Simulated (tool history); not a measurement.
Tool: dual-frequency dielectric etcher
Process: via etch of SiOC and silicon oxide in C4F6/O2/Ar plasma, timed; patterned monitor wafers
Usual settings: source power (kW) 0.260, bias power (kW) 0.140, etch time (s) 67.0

run	day	source power (kW)	bias power (kW)	etch time (s)	read-back reference wafer on the same gauge, depth_nm	mean etch depth across the wafer (Å)
1	0.000	0.260	0.140	80.0	58.7	838
# day 2.292: wet clean of the chamber
2	2.738	0.260	0.140	67.0	58.6	667
3	4.300	0.260	0.140	55.0	58.6	548
4	7.071	0.260	0.140	55.0	58.6	553
5	8.579	0.260	0.140	67.0	58.8	676
6	9.904	0.220	0.174	47.5	58.7	458
7	11.562	0.260	0.130	51.0	58.7	515
8	13.662	0.260	0.140	67.0	58.8	678
9	19.267	0.260	0.121	56.0	58.6	558
10	20.529	0.260	0.140	67.0	58.8	698
11	22.550	0.200	0.112	67.0	58.7	574
# day 22.933: bias power generator calibrated
12	24.100	0.300	0.169	59.0	58.7	685
# day 26.471: wet clean of the chamber
13	26.492	0.230	0.140	67.0	58.7	623
# day 27.638: source power generator calibrated
14	27.846	0.280	0.121	67.0	58.6	686
15	30.538	0.260	0.140	67.0	58.5	675
16	32.650	0.260	0.140	67.0	58.7	690
17	34.312	0.260	0.140	67.0	58.8	696
18	36.133	0.230	0.168	67.0	58.7	665
# day 36.846: gauge calibrated
19	37.225	0.260	0.140	67.0	58.6	695
20	38.462	0.260	0.140	67.0	58.7	691
21	40.296	0.260	0.156	54.0	58.7	572
22	43.133	0.220	0.140	67.0	58.7	634
23	45.879	0.290	0.140	67.0	58.8	737
24	47.333	0.280	0.126	58.5	58.7	631
25	48.975	0.260	0.140	67.0	58.7	711
# day 51.000: wet clean of the chamber
26	51.546	0.220	0.140	86.0	58.7	780
27	53.812	0.300	0.112	57.5	58.6	604
28	56.279	0.260	0.109	50.0	58.7	485
29	57.850	0.220	0.161	60.5	58.6	575

5 ways to go on from here, each from the tool as it stands after run 29. What would each give?
A	57.867	0.200	0.140	67.0	?	?
B	57.867	0.210	0.171	55.5	?	?
C	57.867	0.260	0.159	67.0	?	?
D	57.867	0.310	0.127	67.0	?	?
E	57.867	0.260	0.106	67.0	?	?

run	read-back reference wafer on the same gauge, depth_nm	mean etch depth across the wafer (Å)
A	58.7	590
B	58.7	526
C	58.7	706
D	58.7	742
E	58.7	653
Without the tool's hidden state the same runs would have given:
run	mean etch depth across the wafer (Å)
A	581
B	518
C	696
D	730
E	643
